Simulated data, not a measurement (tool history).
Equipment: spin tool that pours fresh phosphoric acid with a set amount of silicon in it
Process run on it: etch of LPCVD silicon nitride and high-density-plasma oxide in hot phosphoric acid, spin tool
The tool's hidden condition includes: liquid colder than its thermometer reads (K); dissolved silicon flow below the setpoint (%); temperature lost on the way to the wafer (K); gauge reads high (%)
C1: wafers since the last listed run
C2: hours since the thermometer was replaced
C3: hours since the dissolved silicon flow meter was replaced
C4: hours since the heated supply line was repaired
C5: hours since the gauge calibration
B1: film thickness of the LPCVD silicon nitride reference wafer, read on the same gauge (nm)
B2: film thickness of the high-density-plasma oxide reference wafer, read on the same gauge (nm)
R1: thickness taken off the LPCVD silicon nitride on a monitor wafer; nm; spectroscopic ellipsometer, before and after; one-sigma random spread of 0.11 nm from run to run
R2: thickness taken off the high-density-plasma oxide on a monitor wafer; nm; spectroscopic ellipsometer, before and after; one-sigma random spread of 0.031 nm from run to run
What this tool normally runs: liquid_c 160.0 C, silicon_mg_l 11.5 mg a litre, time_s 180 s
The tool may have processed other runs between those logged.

{"run": 1, "hour": 0.0, "liquid_c": 160.0, "silicon_mg_l": 4.5, "time_s": 260, "C1": 0, "C2": 545.5, "C3": 956.8, "C4": 459.9, "C5": 363.4, "B1": 79.98, "B2": 30.007, "R1": 23.03, "R2": 0.725}
{"run": 2, "hour": 30.3, "liquid_c": 160.0, "silicon_mg_l": 4.5, "time_s": 260, "C1": 160, "C2": 575.8, "C3": 987.1, "C4": 490.2, "C5": 393.7, "B1": 79.97, "B2": 29.964, "R1": 22.86, "R2": 0.805}
{"run": 3, "hour": 46.9, "liquid_c": 160.0, "silicon_mg_l": 4.5, "time_s": 260, "C1": 87, "C2": 592.4, "C3": 1003.7, "C4": 506.8, "C5": 410.3, "B1": 79.94, "B2": 30.015, "R1": 23.2, "R2": 0.784}
{"run": 4, "hour": 75.6, "liquid_c": 160.0, "silicon_mg_l": 11.5, "time_s": 180, "C1": 152, "C2": 621.1, "C3": 1032.4, "C4": 535.5, "C5": 439.0, "B1": 80.02, "B2": 29.978, "R1": 16.11, "R2": 0.421}
{"hour": 97.9, "done": "dissolved silicon flow meter replaced"}
{"run": 5, "hour": 108.4, "liquid_c": 160.0, "silicon_mg_l": 11.5, "time_s": 180, "C1": 168, "C2": 653.9, "C3": 10.5, "C4": 568.3, "C5": 471.8, "B1": 80.0, "B2": 30.001, "R1": 15.94, "R2": 0.431}
{"run": 6, "hour": 128.0, "liquid_c": 162.0, "silicon_mg_l": 11.5, "time_s": 260, "C1": 103, "C2": 673.5, "C3": 30.1, "C4": 587.9, "C5": 491.4, "B1": 80.02, "B2": 30.024, "R1": 24.25, "R2": 0.742}
{"run": 7, "hour": 140.3, "liquid_c": 162.0, "silicon_mg_l": 11.5, "time_s": 260, "C1": 65, "C2": 685.8, "C3": 42.4, "C4": 600.2, "C5": 503.7, "B1": 80.0, "B2": 30.004, "R1": 24.63, "R2": 0.716}
{"run": 8, "hour": 175.9, "liquid_c": 160.0, "silicon_mg_l": 11.5, "time_s": 180, "C1": 188, "C2": 721.4, "C3": 78.0, "C4": 635.8, "C5": 539.3, "B1": 80.0, "B2": 30.018, "R1": 15.94, "R2": 0.486}
{"run": 9, "hour": 190.2, "liquid_c": 160.0, "silicon_mg_l": 20.5, "time_s": 180, "C1": 75, "C2": 735.7, "C3": 92.3, "C4": 650.1, "C5": 553.6, "B1": 80.0, "B2": 30.034, "R1": 15.7, "R2": 0.305}
{"run": 10, "hour": 215.4, "liquid_c": 157.5, "silicon_mg_l": 18.5, "time_s": 105, "C1": 133, "C2": 760.9, "C3": 117.5, "C4": 675.3, "C5": 578.8, "B1": 80.01, "B2": 29.953, "R1": 8.51, "R2": 0.167}
{"hour": 228.2, "done": "thermometer replaced"}
{"run": 11, "hour": 243.4, "liquid_c": 160.0, "silicon_mg_l": 11.5, "time_s": 180, "C1": 143, "C2": 15.2, "C3": 145.5, "C4": 703.3, "C5": 606.8, "B1": 80.01, "B2": 29.995, "R1": 16.26, "R2": 0.467}
{"hour": 273.1, "done": "heated supply line repaired"}
{"run": 12, "hour": 276.4, "liquid_c": 160.0, "silicon_mg_l": 3.0, "time_s": 180, "C1": 169, "C2": 48.2, "C3": 178.5, "C4": 3.3, "C5": 639.8, "B1": 80.02, "B2": 29.982, "R1": 16.23, "R2": 0.562}
{"hour": 279.5, "done": "gauge calibrated"}
{"run": 13, "hour": 294.7, "liquid_c": 158.0, "silicon_mg_l": 3.0, "time_s": 95, "C1": 96, "C2": 66.5, "C3": 196.8, "C4": 21.6, "C5": 15.2, "B1": 80.0, "B2": 29.971, "R1": 8.03, "R2": 0.252}
{"run": 14, "hour": 320.6, "liquid_c": 160.0, "silicon_mg_l": 11.5, "time_s": 180, "C1": 137, "C2": 92.4, "C3": 222.7, "C4": 47.5, "C5": 41.1, "B1": 79.99, "B2": 30.001, "R1": 16.32, "R2": 0.457}
{"run": 15, "hour": 349.7, "liquid_c": 158.0, "silicon_mg_l": 11.5, "time_s": 180, "C1": 154, "C2": 121.5, "C3": 251.8, "C4": 76.6, "C5": 70.2, "B1": 79.95, "B2": 29.987, "R1": 15.34, "R2": 0.41}
{"run": 16, "hour": 374.3, "liquid_c": 157.0, "silicon_mg_l": 16.5, "time_s": 180, "C1": 130, "C2": 146.1, "C3": 276.4, "C4": 101.2, "C5": 94.8, "B1": 79.97, "B2": 30.02, "R1": 14.71, "R2": 0.346}
{"run": 17, "hour": 404.5, "liquid_c": 161.0, "silicon_mg_l": 19.0, "time_s": 225, "C1": 159, "C2": 176.3, "C3": 306.6, "C4": 131.4, "C5": 125.0, "B1": 80.0, "B2": 29.988, "R1": 21.27, "R2": 0.544}
{"run": 18, "hour": 439.1, "liquid_c": 162.5, "silicon_mg_l": 3.5, "time_s": 105, "C1": 183, "C2": 210.9, "C3": 341.2, "C4": 166.0, "C5": 159.6, "B1": 80.02, "B2": 30.023, "R1": 10.4, "R2": 0.324}
{"run": 19, "hour": 455.7, "liquid_c": 159.0, "silicon_mg_l": 19.5, "time_s": 245, "C1": 87, "C2": 227.5, "C3": 357.8, "C4": 182.6, "C5": 176.2, "B1": 79.99, "B2": 30.042, "R1": 21.19, "R2": 0.524}
{"run": 20, "hour": 469.2, "liquid_c": 160.0, "silicon_mg_l": 11.5, "time_s": 180, "C1": 71, "C2": 241.0, "C3": 371.3, "C4": 196.1, "C5": 189.7, "B1": 79.98, "B2": 29.986, "R1": 16.19, "R2": 0.456}

Entry by entry between the runs, the difference in hidden state between the last listed run before and the first listed run after:
From run 4 to run 5: dissolved silicon flow meter replaced (hour 97.9)
  liquid colder than its thermometer reads (K): 0.906 -> 0.954
  measured minus no-state result, R1: -0.50 -> -0.52 nm; R2: -0.029 -> -0.031 nm
From run 10 to run 11: thermometer replaced (hour 228.2)
  liquid colder than its thermometer reads (K): 1.11 -> 0.0509
  measured minus no-state result, R1: -0.33 -> -0.03 nm; R2: -0.015 -> -0.002 nm
From run 11 to run 12: heated supply line repaired (hour 273.1)
  liquid colder than its thermometer reads (K): 0.0509 -> 0.0988
  measured minus no-state result, R1: -0.03 -> -0.06 nm; R2: -0.002 -> -0.004 nm
From run 12 to run 13: gauge calibrated (hour 279.5)
  liquid colder than its thermometer reads (K): 0.0988 -> 0.125
  measured minus no-state result, R1: -0.06 -> -0.04 nm; R2: -0.004 -> -0.002 nm
